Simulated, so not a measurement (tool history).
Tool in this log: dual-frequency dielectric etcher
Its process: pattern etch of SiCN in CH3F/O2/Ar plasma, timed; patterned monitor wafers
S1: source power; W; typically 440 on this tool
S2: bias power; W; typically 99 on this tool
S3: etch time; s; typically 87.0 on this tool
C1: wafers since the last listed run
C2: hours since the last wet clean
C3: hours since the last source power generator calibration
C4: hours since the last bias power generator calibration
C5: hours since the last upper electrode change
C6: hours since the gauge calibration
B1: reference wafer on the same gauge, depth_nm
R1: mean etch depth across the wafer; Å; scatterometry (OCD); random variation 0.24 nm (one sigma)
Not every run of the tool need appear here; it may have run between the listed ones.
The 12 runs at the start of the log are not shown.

run   hour   S1   S2     S3    C1     C2      C3      C4      C5     C6     B1     R1
 13  350.7  370   99   72.0   237   50.2  1238.6  2848.2  5366.9  903.4  54.29  360.2
 14  368.1  440   99   87.0   243   67.6  1256.0  2865.6  5384.3  920.8  54.28  465.5
 15  380.2  360  116   79.0   169   79.7  1268.1  2877.7  5396.4  932.9  54.16  419.9
     428.1  -- gauge calibrated
 16  483.3  360   85   96.5  1442  182.8  1371.2  2980.8  5499.5   55.2  54.34  446.9
 17  519.3  440   99   87.0   503  218.8  1407.2  3016.8  5535.5   91.2  54.42  465.5
     545.8  -- upper electrode replaced
 18  546.3  370   99   80.5    41  245.8  1434.2  3043.8     0.5  118.2  54.28  400.0
     564.9  -- bias power generator calibrated
 19  565.7  440  120  110.0   215  265.2  1453.6     0.8    19.9  137.6  54.24  636.4
 20  596.5  440   91   69.5   430  296.0  1484.4    31.6    50.7  168.4  54.28  360.4
     637.3  -- source power generator calibrated
 21  677.6  440  115  110.0  1078  377.1    40.3   112.7   131.8  249.5  54.22  628.6
 22  692.1  440   99   87.0   202  391.6    54.8   127.2   146.3  264.0  54.32  457.9
 23  720.2  440   99   87.0   393  419.7    82.9   155.3   174.4  292.1  54.23  463.4
 24  744.3  500  120   87.0   337  443.8   107.0   179.4   198.5  316.2  54.27  530.8
 25  757.5  440   99   87.0   184  457.0   120.2   192.6   211.7  329.4  54.43  462.6
 26  784.6  350   83   87.0   379  484.1   147.3   219.7   238.8  356.5  54.29  393.2
 27  815.8  440  113   93.5   436  515.3   178.5   250.9   270.0  387.7  54.28  526.6
 28  851.2  440   99   87.0   495  550.7   213.9   286.3   305.4  423.1  54.19  464.9
 29  866.9  440   99   87.0   219  566.4   229.6   302.0   321.1  438.8  54.28  466.0
 30  885.6  380  112   87.0   261  585.1   248.3   320.7   339.8  457.5  54.28  468.0

Alternative continuations, all from the tool just after run 30; predict every row:
  A  886.0  440   99  71.0   5  585.5  248.7  321.1  340.2  457.9   ?   ?
  B  886.0  470  122  75.5   5  585.5  248.7  321.1  340.2  457.9   ?   ?
  C  886.0  360   90  62.5   5  585.5  248.7  321.1  340.2  457.9   ?   ?
  D  886.0  410   81  87.0   5  585.5  248.7  321.1  340.2  457.9   ?   ?

run     B1     R1
  A  54.30  377.4
  B  54.30  450.3
  C  54.30  296.8
  D  54.30  413.0
With no hidden state in the tool, these same runs would have given:
run     R1
  A  377.4
  B  450.3
  C  296.8
  D  413.0
